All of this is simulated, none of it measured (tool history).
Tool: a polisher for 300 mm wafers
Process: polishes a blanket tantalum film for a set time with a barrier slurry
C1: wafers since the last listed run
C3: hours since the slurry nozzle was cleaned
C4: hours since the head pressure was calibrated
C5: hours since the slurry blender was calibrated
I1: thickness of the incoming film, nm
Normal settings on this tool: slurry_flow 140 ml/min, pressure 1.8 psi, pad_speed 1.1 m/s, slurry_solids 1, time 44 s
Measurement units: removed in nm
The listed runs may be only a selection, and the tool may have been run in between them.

{"run": 1, "day": 0.0, "slurry_flow": 140, "pressure": 1.8, "pad_speed": 1.1, "slurry_solids": 0.85, "time": 44, "C1": 0, "wafers polished on this pad": 844, "C3": 194, "C4": 1225.1, "C5": 91.9, "I1": 311.6, "removed": 65.9}
{"run": 2, "day": 0.638, "slurry_flow": 140, "pressure": 1.8, "pad_speed": 1.1, "slurry_solids": 0.85, "time": 44, "C1": 171, "wafers polished on this pad": 1015, "C3": 209.3, "C4": 1240.4, "C5": 107.2, "I1": 311.1, "removed": 65.9}
{"run": 3, "day": 1.917, "slurry_flow": 140, "pressure": 1.8, "pad_speed": 1.1, "slurry_solids": 0.85, "time": 44, "C1": 343, "wafers polished on this pad": 1359, "C3": 240, "C4": 1271.1, "C5": 137.9, "I1": 310.7, "removed": 65.6}
{"day": 2.575, "done": "worn pad replaced by a new one"}
{"run": 4, "day": 3.096, "slurry_flow": 140, "pressure": 1.8, "pad_speed": 1.1, "slurry_solids": 1, "time": 44, "C1": 271, "wafers polished on this pad": 139, "C3": 268.3, "C4": 1299.4, "C5": 166.2, "I1": 311, "removed": 72.9}
{"day": 4.271, "done": "slurry blender recalibrated"}
{"run": 5, "day": 4.504, "slurry_flow": 140, "pressure": 1.8, "pad_speed": 1.1, "slurry_solids": 1, "time": 44, "C1": 355, "wafers polished on this pad": 495, "C3": 302.1, "C4": 1333.2, "C5": 5.6, "I1": 305.5, "removed": 71.8}
{"run": 6, "day": 5.275, "slurry_flow": 140, "pressure": 1.8, "pad_speed": 1.1, "slurry_solids": 1, "time": 44, "C1": 206, "wafers polished on this pad": 702, "C3": 320.6, "C4": 1351.7, "C5": 24.1, "I1": 312.2, "removed": 72.4}
{"run": 7, "day": 6.717, "slurry_flow": 140, "pressure": 1.8, "pad_speed": 1.1, "slurry_solids": 1, "time": 44, "C1": 386, "wafers polished on this pad": 1089, "C3": 355.2, "C4": 1386.3, "C5": 58.7, "I1": 315.5, "removed": 70.8}
{"day": 7.967, "done": "worn pad replaced by a new one"}
{"run": 8, "day": 8.175, "slurry_flow": 140, "pressure": 2, "pad_speed": 1.1, "slurry_solids": 1, "time": 44, "C1": 346, "wafers polished on this pad": 56, "C3": 390.2, "C4": 1421.3, "C5": 93.7, "I1": 305.6, "removed": 78.1}
{"run": 9, "day": 9.488, "slurry_flow": 140, "pressure": 2, "pad_speed": 1.1, "slurry_solids": 1, "time": 44, "C1": 352, "wafers polished on this pad": 408, "C3": 421.7, "C4": 1452.8, "C5": 125.2, "I1": 307.7, "removed": 78.1}
{"day": 11.517, "done": "head pressure recalibrated"}
{"run": 10, "day": 11.729, "slurry_flow": 140, "pressure": 2, "pad_speed": 1.1, "slurry_solids": 1, "time": 44, "C1": 579, "wafers polished on this pad": 987, "C3": 475.5, "C4": 5.1, "C5": 179, "I1": 313.8, "removed": 87.4}
{"day": 12.904, "done": "slurry blender recalibrated"}
{"run": 11, "day": 13.092, "slurry_flow": 140, "pressure": 1.8, "pad_speed": 1.1, "slurry_solids": 0.8, "time": 44, "C1": 343, "wafers polished on this pad": 1331, "C3": 508.2, "C4": 37.8, "C5": 4.5, "I1": 314.6, "removed": 68.3}
{"run": 12, "day": 13.792, "slurry_flow": 140, "pressure": 1.8, "pad_speed": 1.1, "slurry_solids": 0.8, "time": 44, "C1": 187, "wafers polished on this pad": 1518, "C3": 525, "C4": 54.6, "C5": 21.3, "I1": 304.6, "removed": 68.8}
{"day": 14.121, "done": "worn pad replaced by a new one"}
{"run": 13, "day": 15.217, "slurry_flow": 140, "pressure": 1.8, "pad_speed": 0.94, "slurry_solids": 1, "time": 44, "C1": 337, "wafers polished on this pad": 294, "C3": 559.2, "C4": 88.8, "C5": 55.5, "I1": 309.4, "removed": 67.3}
{"run": 14, "day": 16.508, "slurry_flow": 140, "pressure": 2.2, "pad_speed": 1.1, "slurry_solids": 1, "time": 44, "C1": 346, "wafers polished on this pad": 640, "C3": 590.2, "C4": 119.8, "C5": 86.5, "I1": 308.9, "removed": 95.6}
{"day": 16.788, "done": "slurry nozzle cleaned"}
{"run": 15, "day": 17.367, "slurry_flow": 125, "pressure": 1.4, "pad_speed": 1.1, "slurry_solids": 1.25, "time": 40, "C1": 219, "wafers polished on this pad": 860, "C3": 13.9, "C4": 140.4, "C5": 107.1, "I1": 316, "removed": 62.3}
{"run": 16, "day": 18.267, "slurry_flow": 140, "pressure": 1.8, "pad_speed": 1.1, "slurry_solids": 1, "time": 44, "C1": 241, "wafers polished on this pad": 1101, "C3": 35.5, "C4": 162, "C5": 128.7, "I1": 308.5, "removed": 78.8}
{"run": 17, "day": 19.725, "slurry_flow": 170, "pressure": 1.4, "pad_speed": 1.1, "slurry_solids": 1, "time": 44, "C1": 391, "wafers polished on this pad": 1493, "C3": 70.5, "C4": 197, "C5": 163.7, "I1": 306.8, "removed": 66}
{"day": 20.171, "done": "worn pad replaced by a new one"}
{"run": 18, "day": 20.412, "slurry_flow": 140, "pressure": 1.8, "pad_speed": 1.1, "slurry_solids": 1, "time": 44, "C1": 139, "wafers polished on this pad": 65, "C3": 87, "C4": 213.5, "C5": 180.2, "I1": 310.3, "removed": 79}
{"run": 19, "day": 21.421, "slurry_flow": 90, "pressure": 1.8, "pad_speed": 1.1, "slurry_solids": 0.8, "time": 44, "C1": 270, "wafers polished on this pad": 336, "C3": 111.2, "C4": 237.7, "C5": 204.4, "I1": 309.5, "removed": 61.1}
{"day": 22.075, "done": "slurry blender recalibrated"}
{"run": 20, "day": 22.475, "slurry_flow": 140, "pressure": 1.8, "pad_speed": 0.94, "slurry_solids": 1, "time": 44, "C1": 260, "wafers polished on this pad": 596, "C3": 136.5, "C4": 263, "C5": 9.6, "I1": 303.4, "removed": 67.2}
{"run": 21, "day": 24.325, "slurry_flow": 140, "pressure": 1.5, "pad_speed": 1.1, "slurry_solids": 1, "time": 37, "C1": 496, "wafers polished on this pad": 1093, "C3": 180.9, "C4": 307.4, "C5": 54, "I1": 308, "removed": 56.1}
{"run": 22, "day": 25.7, "slurry_flow": 140, "pressure": 2.1, "pad_speed": 1.2, "slurry_solids": 1.2, "time": 39, "C1": 369, "wafers polished on this pad": 1462, "C3": 213.9, "C4": 340.4, "C5": 87, "I1": 304.1, "removed": 95.3}
{"day": 26.221, "done": "worn pad replaced by a new one"}
{"run": 23, "day": 26.725, "slurry_flow": 95, "pressure": 1.5, "pad_speed": 0.92, "slurry_solids": 0.9, "time": 44, "C1": 230, "wafers polished on this pad": 135, "C3": 238.5, "C4": 365, "C5": 111.6, "I1": 312.9, "removed": 47.8}
{"run": 24, "day": 27.925, "slurry_flow": 140, "pressure": 1.8, "pad_speed": 1.1, "slurry_solids": 1, "time": 44, "C1": 322, "wafers polished on this pad": 457, "C3": 267.3, "C4": 393.8, "C5": 140.4, "I1": 315, "removed": 78}

Below are 4 alternative next runs, each starting from the tool's condition after run 24. Predict each:
{"run": "A", "day": 27.942, "slurry_flow": 140, "pressure": 1.8, "pad_speed": 1.1, "slurry_solids": 1, "time": 35, "C1": 4, "wafers polished on this pad": 461, "C3": 267.7, "C4": 394.2, "C5": 140.8, "I1": 314.9, "removed": "?"}
{"run": "B", "day": 27.942, "slurry_flow": 140, "pressure": 1.3, "pad_speed": 1.42, "slurry_solids": 1.15, "time": 44, "C1": 4, "wafers polished on this pad": 461, "C3": 267.7, "C4": 394.2, "C5": 140.8, "I1": 314.9, "removed": "?"}
{"run": "C", "day": 27.942, "slurry_flow": 140, "pressure": 1.8, "pad_speed": 1.1, "slurry_solids": 1.25, "time": 44, "C1": 4, "wafers polished on this pad": 461, "C3": 267.7, "C4": 394.2, "C5": 140.8, "I1": 314.9, "removed": "?"}
{"run": "D", "day": 27.942, "slurry_flow": 125, "pressure": 1.8, "pad_speed": 1.1, "slurry_solids": 1, "time": 44, "C1": 4, "wafers polished on this pad": 461, "C3": 267.7, "C4": 394.2, "C5": 140.8, "I1": 314.9, "removed": "?"}

run=A removed=62.6
run=B removed=80.9
run=C removed=86.1
run=D removed=76.8
With the hidden condition removed and each run's random variation left untouched, the same runs would have given:
run=A removed=62.5
run=B removed=80.8
run=C removed=86
run=D removed=76.7
